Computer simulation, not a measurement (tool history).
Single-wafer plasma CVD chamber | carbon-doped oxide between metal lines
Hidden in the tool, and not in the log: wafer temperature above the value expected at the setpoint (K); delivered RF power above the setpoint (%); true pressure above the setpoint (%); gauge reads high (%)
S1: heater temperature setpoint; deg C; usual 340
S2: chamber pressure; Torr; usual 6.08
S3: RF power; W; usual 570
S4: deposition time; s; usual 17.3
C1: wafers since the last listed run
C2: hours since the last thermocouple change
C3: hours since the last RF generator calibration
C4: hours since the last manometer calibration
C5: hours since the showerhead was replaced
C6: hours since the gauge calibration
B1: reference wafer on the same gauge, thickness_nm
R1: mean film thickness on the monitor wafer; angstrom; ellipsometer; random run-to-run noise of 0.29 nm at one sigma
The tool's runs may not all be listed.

run,hour,S1,S2,S3,S4,C1,C2,C3,C4,C5,C6,B1,R1
1,0.0,337,6.08,570,16.4,0,1461.6,1493.5,2046.3,7257.6,181.1,105.043,946.59
2,33.0,337,6.08,570,16.4,831,1494.6,1526.5,2079.3,7290.6,214.1,104.996,939.69
3,61.8,337,6.08,570,16.4,725,1523.4,1555.3,2108.1,7319.4,242.9,105.065,942.80
4,85.5,340,6.08,570,17.3,597,1547.1,1579.0,2131.8,7343.1,266.6,105.077,983.66
5,115.4,334,6.08,540,17.3,753,1577.0,1608.9,2161.7,7373.0,296.5,104.909,974.87
6,130.2,334,6.08,540,17.3,372,1591.8,1623.7,2176.5,7387.8,311.3,104.989,972.90
7,150.2,340,6.08,570,17.3,503,1611.8,1643.7,2196.5,7407.8,331.3,105.025,980.12
# hour 170.1: thermocouple changed; heater temperature recalibrated
8,170.6,340,6.08,570,17.3,312,0.5,1664.1,2216.9,7428.2,351.7,105.068,984.97
9,194.8,340,6.08,570,17.3,609,24.7,1688.3,2241.1,7452.4,375.9,105.004,980.05
# hour 216.7: showerhead replaced
10,217.2,340,6.08,505,15.6,362,47.1,1710.7,2263.5,0.5,398.3,104.994,822.84
# hour 221.9: gauge calibrated
11,242.1,340,6.08,505,15.6,627,72.0,1735.6,2288.4,25.4,20.2,105.129,819.01
12,258.3,330,6.43,570,17.3,408,88.2,1751.8,2304.6,41.6,36.4,104.976,1018.01
13,282.6,335,7.41,570,14.1,612,112.5,1776.1,2328.9,65.9,60.7,105.014,826.02
# hour 293.9: RF generator calibrated
14,296.1,340,6.08,570,17.3,138,126.0,2.2,2342.4,79.4,74.2,105.145,1018.81
# hour 331.0: capacitance manometer re-zeroed and calibrated
15,340.8,354,6.08,570,14.8,924,170.7,46.9,9.8,124.1,118.9,105.139,838.31
16,365.1,354,6.71,660,20.4,612,195.0,71.2,34.1,148.4,143.2,105.108,1263.63
17,383.0,352,5.35,570,17.3,451,212.9,89.1,52.0,166.3,161.1,105.048,969.84
18,412.4,352,7.23,635,20.4,740,242.3,118.5,81.4,195.7,190.5,104.967,1242.10
19,438.6,344,6.08,570,17.3,660,268.5,144.7,107.6,221.9,216.7,104.916,1006.93
20,450.6,340,6.08,570,17.3,302,280.5,156.7,119.6,233.9,228.7,104.990,1020.93
21,474.3,337,6.08,570,16.4,597,304.2,180.4,143.3,257.6,252.4,105.006,971.82
22,501.8,340,4.81,570,17.3,692,331.7,207.9,170.8,285.1,279.9,104.967,987.08
23,519.0,348,6.08,455,17.3,433,348.9,225.1,188.0,302.3,297.1,105.012,864.34
24,555.3,340,6.08,510,17.3,914,385.2,261.4,224.3,338.6,333.4,105.023,947.02

Take each entry between the runs: how does the hidden state at the last listed run before it differ from the hidden state at the first listed run after it?
In the gap between runs 7 and 8: thermocouple changed; heater temperature recalibrated (hour 170.1)
  delivered RF power above the setpoint (%): -7.35 -> -7.44
  what was measured, less what the result would be without the hidden state, R1: -44.38 -> -45.16 angstrom
In the gap between runs 9 and 10: showerhead replaced (hour 216.7)
  delivered RF power above the setpoint (%): -7.54 -> -7.63
  what was measured, less what the result would be without the hidden state, R1: -45.59 -> -39.91 angstrom
In the gap between runs 10 and 11: gauge calibrated (hour 221.9)
  delivered RF power above the setpoint (%): -7.63 -> -7.74
  what was measured, less what the result would be without the hidden state, R1: -39.91 -> -40.29 angstrom
In the gap between runs 13 and 14: RF generator calibrated (hour 293.9)
  delivered RF power above the setpoint (%): -7.9 -> -0.623
  what was measured, less what the result would be without the hidden state, R1: -40.45 -> -3.66 angstrom
In the gap between runs 14 and 15: capacitance manometer re-zeroed and calibrated (hour 331.0)
  delivered RF power above the setpoint (%): -0.623 -> -0.81
  what was measured, less what the result would be without the hidden state, R1: -3.66 -> -3.92 angstrom
